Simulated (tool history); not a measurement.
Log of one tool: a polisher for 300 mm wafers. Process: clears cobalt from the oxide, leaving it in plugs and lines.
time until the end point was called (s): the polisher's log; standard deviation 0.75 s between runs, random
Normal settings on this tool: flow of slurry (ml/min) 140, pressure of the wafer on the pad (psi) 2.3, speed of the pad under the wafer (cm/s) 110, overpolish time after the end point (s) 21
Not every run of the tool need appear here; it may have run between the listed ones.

run,hour,flow of slurry (ml/min),pressure of the wafer on the pad (psi),speed of the pad under the wafer (cm/s),overpolish time after the end point (s),wafers since the last listed run,wafers polished on this pad,hours since the slurry nozzle was cleaned,hours since the head pressure was calibrated,"incoming thickness of the incoming film, nm",time until the end point was called (s)
1,0,140,2.3,110,21,0,367,189.7,87.8,373,51
2,25.4,140,2.3,136,21,132,499,215.1,113.2,377.7,43.3
3,58.6,140,2.3,136,21,172,672,248.3,146.4,367.8,41.5
4,71.5,140,2.3,110,21,67,739,261.2,159.3,371.6,52.5
# hour 88.8: worn pad replaced by a new one
5,105.6,140,2.3,110,21,156,87,295.3,193.4,367.7,51.8
6,121.1,140,2.3,110,21,80,168,310.8,208.9,370.5,52.5
7,140,140,2.3,110,21,98,266,329.7,227.8,377.4,52.5
8,167.6,140,2.3,110,21,143,409,357.3,255.4,372.3,52.9
# hour 191.1: slurry nozzle cleaned
9,207.6,140,2.3,110,21,202,612,16.5,295.4,371.7,46.7
10,221,140,2.3,110,21,69,682,29.9,308.8,369.1,45.4
# hour 244.2: worn pad replaced by a new one
11,244.7,140,2.3,110,21,102,2,53.6,332.5,369.5,45.7
12,258.3,140,2.3,110,21,70,73,67.2,346.1,377.1,47.2
13,280.4,160,2.3,110,21,114,187,89.3,368.2,370.8,43.5
14,293.8,180,2.3,124,21,69,257,102.7,381.6,374.4,39.7
15,329.6,180,2.3,110,10,186,443,138.5,417.4,366.3,44.8
16,343.7,140,2.5,110,30,73,516,152.6,431.5,367.4,43.3
17,369.1,140,2.3,110,21,132,648,178,456.9,369.5,47.2
# hour 374.7: worn pad replaced by a new one
18,381.5,140,2.3,110,21,43,35,190.4,469.3,372.8,47.7
19,414.9,155,2.5,110,21,173,208,223.8,502.7,366.5,41.9
# hour 427.6: head pressure recalibrated
20,434.3,140,2.3,110,21,90,299,243.2,6.7,376,52.5
21,462.8,120,1.8,74,29,148,447,271.7,35.2,368.9,103
22,481.2,140,2.3,110,16,95,543,290.1,53.6,372.7,55.7
# hour 492.6: slurry nozzle cleaned
23,515.9,115,3,142,27,175,718,23.3,88.3,374.5,30.5
# hour 534.8: worn pad replaced by a new one
24,551.6,140,2.3,110,21,164,87,59,124,364.3,47.4
25,568.9,140,2.3,110,21,89,177,76.3,141.3,376.5,47.3
26,604.4,175,2.3,110,21,184,361,111.8,176.8,366,44.5

Branching from run 26: 4 alternative next runs. What would each branch give?
A,604.9,140,2.7,110,21,2,364,112.3,177.3,371.3,?
B,604.9,140,2.5,110,21,2,364,112.3,177.3,371.3,?
C,604.9,180,2.3,140,21,2,364,112.3,177.3,371.3,?
D,604.9,170,1.8,136,21,2,364,112.3,177.3,371.3,?

run,time until the end point was called (s)
A,42.3
B,45.5
C,37.5
D,48.7
Without the tool's unlogged condition, the same runs would have read:
run,time until the end point was called (s)
A,42.2
B,45.3
C,37.7
D,48.9

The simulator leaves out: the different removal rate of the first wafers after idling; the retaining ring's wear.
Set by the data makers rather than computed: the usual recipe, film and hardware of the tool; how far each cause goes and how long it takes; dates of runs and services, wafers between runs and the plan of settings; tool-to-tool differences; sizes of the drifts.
